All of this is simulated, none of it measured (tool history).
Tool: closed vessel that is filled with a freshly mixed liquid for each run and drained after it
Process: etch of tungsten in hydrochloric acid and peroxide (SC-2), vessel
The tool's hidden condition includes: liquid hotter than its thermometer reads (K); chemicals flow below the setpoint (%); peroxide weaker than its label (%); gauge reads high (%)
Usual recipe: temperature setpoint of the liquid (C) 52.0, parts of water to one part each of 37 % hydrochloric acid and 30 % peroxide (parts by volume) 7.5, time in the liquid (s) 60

run	hour	temperature setpoint of the liquid (C)	parts of water to one part each of 37 % hydrochloric acid and 30 % peroxide (parts by volume)	time in the liquid (s)	wafers since the last listed run	hours since the thermometer was replaced	hours since the chemicals flow meter was replaced	hours since the drum of peroxide was connected	hours since the gauge calibration	read-back film thickness of the tungsten reference wafer, read on the same gauge (nm)	thickness taken off the tungsten on a monitor wafer (Å)
1	0.0	52.0	9.0	60	0	1203.5	718.1	355.9	635.2	68.83	92.6
2	43.3	52.0	9.0	60	6212	1246.8	761.4	399.2	678.5	68.68	92.6
3	99.1	52.0	9.0	60	8006	1302.6	817.2	455.0	734.3	68.50	91.5
# hour 118.8: chemicals flow meter replaced
4	164.4	52.0	7.5	60	9226	1367.9	45.6	520.3	799.6	68.28	107.2
5	209.6	52.0	7.5	35	6485	1413.1	90.8	565.5	844.8	68.13	61.7
# hour 246.3: new drum of peroxide connected
6	252.1	52.0	7.5	35	5954	1455.6	133.3	5.8	887.3	67.97	61.1
7	351.1	52.0	7.5	35	14204	1554.6	232.3	104.8	986.3	67.53	61.5
8	428.8	52.0	6.5	80	11148	1632.3	310.0	182.5	1064.0	67.15	157.8
9	472.4	47.5	7.5	60	6255	1675.9	353.6	226.1	1107.6	66.92	77.8
# hour 548.7: gauge calibrated
10	560.0	52.0	5.0	60	12569	1763.5	441.2	313.7	11.3	69.97	149.0
11	625.2	57.5	4.0	60	9355	1828.7	506.4	378.9	76.5	69.97	246.1
12	714.8	44.0	5.0	60	12856	1918.3	596.0	468.5	166.1	69.90	86.3
# hour 765.9: thermometer replaced
13	768.2	52.0	5.0	90	7518	2.3	649.4	521.9	219.5	69.83	220.7
14	837.3	52.0	6.0	30	9914	71.4	718.5	591.0	288.6	69.79	64.4
# hour 840.4: chemicals flow meter replaced
# hour 852.7: new drum of peroxide connected
15	886.7	44.5	8.5	35	6801	120.8	46.3	34.0	338.0	69.77	34.5
16	993.3	49.0	7.5	60	15295	227.4	152.9	140.6	444.6	69.51	88.3
17	1081.0	52.0	7.5	60	12583	315.1	240.6	228.3	532.3	69.33	107.2
18	1126.0	52.0	7.5	60	6456	360.1	285.6	273.3	577.3	69.25	108.5

How the hidden state differs across the entries between the runs, from the last listed run before each to the first after it:
Run 3 -> run 4: chemicals flow meter replaced (hour 118.8)
  gauge reads high (%): -2.12 -> -2.45
  what was measured, less what the result would be without the hidden state, thickness taken off the tungsten on a monitor wafer (Å): -2.0 -> -2.7
Run 5 -> run 6: new drum of peroxide connected (hour 246.3)
  gauge reads high (%): -2.69 -> -2.93
  what was measured, less what the result would be without the hidden state, thickness taken off the tungsten on a monitor wafer (Å): -1.7 -> -1.9
Run 9 -> run 10: gauge calibrated (hour 548.7)
  gauge reads high (%): -4.36 -> -0.0366
  what was measured, less what the result would be without the hidden state, thickness taken off the tungsten on a monitor wafer (Å): -3.6 -> -0.1
Run 12 -> run 13: thermometer replaced (hour 765.9)
  gauge reads high (%): -0.126 -> -0.193
  what was measured, less what the result would be without the hidden state, thickness taken off the tungsten on a monitor wafer (Å): -0.1 -> -0.4
Run 14 -> run 15: chemicals flow meter replaced (hour 840.4); new drum of peroxide connected (hour 852.7)
  gauge reads high (%): -0.307 -> -0.408
  what was measured, less what the result would be without the hidden state, thickness taken off the tungsten on a monitor wafer (Å): -0.2 -> -0.2
